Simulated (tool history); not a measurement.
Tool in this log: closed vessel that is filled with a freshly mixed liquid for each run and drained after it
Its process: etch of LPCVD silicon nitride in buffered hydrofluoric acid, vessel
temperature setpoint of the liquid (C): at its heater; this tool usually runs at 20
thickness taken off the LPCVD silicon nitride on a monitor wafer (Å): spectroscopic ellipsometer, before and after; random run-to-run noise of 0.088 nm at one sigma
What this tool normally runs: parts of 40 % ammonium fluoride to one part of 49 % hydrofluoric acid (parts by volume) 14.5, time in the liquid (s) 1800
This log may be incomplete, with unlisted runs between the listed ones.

run	day	temperature setpoint of the liquid (C)	parts of 40 % ammonium fluoride to one part of 49 % hydrofluoric acid (parts by volume)	time in the liquid (s)	read-back film thickness of the LPCVD silicon nitride reference wafer, read on the same gauge (nm)	thickness taken off the LPCVD silicon nitride on a monitor wafer (Å)
1	0	20	14.5	1800	49.99	130
2	0.392	20	14.5	2490	49.99	180
3	1.112	20	14.5	2490	50.02	178.2
4	1.771	20	14.5	2490	50	179.8
5	2.3	20	14.5	1495	49.99	108.5
6	4.233	20	14.5	1495	49.99	107
7	4.633	20	11.5	1800	49.98	161.4
8	4.992	20	11.5	1800	50	161.3
9	5.7	20	14.5	2170	49.97	155.1
10	6.321	20	14.5	1800	50.01	128.5
# day 6.467: thermometer replaced
11	6.742	18	19	1800	50	101.2
12	7.358	22.5	14.5	1800	50	168.1
13	7.642	18	14.5	1800	50.01	128.4
14	8.342	18	14.5	1800	50.02	129.8
15	8.646	18	14.5	1800	49.99	130
16	9.333	20	14.5	1800	50	147.4
17	9.629	24	14.5	1055	50.02	105.9
18	10.258	17	10.5	1800	50.01	167.4
19	10.975	20	14.5	2490	49.99	200.9
# day 11.296: gauge calibrated
20	11.462	20	14.5	1800	50.02	145.2
21	12.204	20	9.5	1800	50.02	215.3
# day 12.517: hydrofluoric acid flow meter replaced
22	12.7	22.5	12	1800	50.02	199.9
23	13.158	23	14.5	1800	50.02	171.2
24	13.538	17.5	13	1800	49.99	139.2
25	13.808	20	14.5	1800	50.01	144.8
26	14.542	20	14.5	1800	50	144.7
27	15.583	20	12	1475	49.99	141.5
28	16.333	20	9	1800	49.99	222.4
29	16.621	23.5	9	2655	50.01	393.9
30	17.229	17	20	2830	50.01	138.6
31	17.796	20	14.5	1800	50	143.4
32	18.429	20	14.5	2490	50	199.5
33	18.7	20	14.5	1800	49.98	143.7

Forecast each of these 3 alternatives for the next run:
A	18.746	20	14.5	1800	?	?
B	18.746	17	11.5	2600	?	?
C	18.746	24	14.5	920	?	?

run	read-back film thickness of the LPCVD silicon nitride reference wafer, read on the same gauge (nm)	thickness taken off the LPCVD silicon nitride on a monitor wafer (Å)
A	50	143.8
B	50	219.9
C	50	91.8
Without the tool's hidden state the same runs would have given:
run	thickness taken off the LPCVD silicon nitride on a monitor wafer (Å)
A	147.3
B	225.4
C	94

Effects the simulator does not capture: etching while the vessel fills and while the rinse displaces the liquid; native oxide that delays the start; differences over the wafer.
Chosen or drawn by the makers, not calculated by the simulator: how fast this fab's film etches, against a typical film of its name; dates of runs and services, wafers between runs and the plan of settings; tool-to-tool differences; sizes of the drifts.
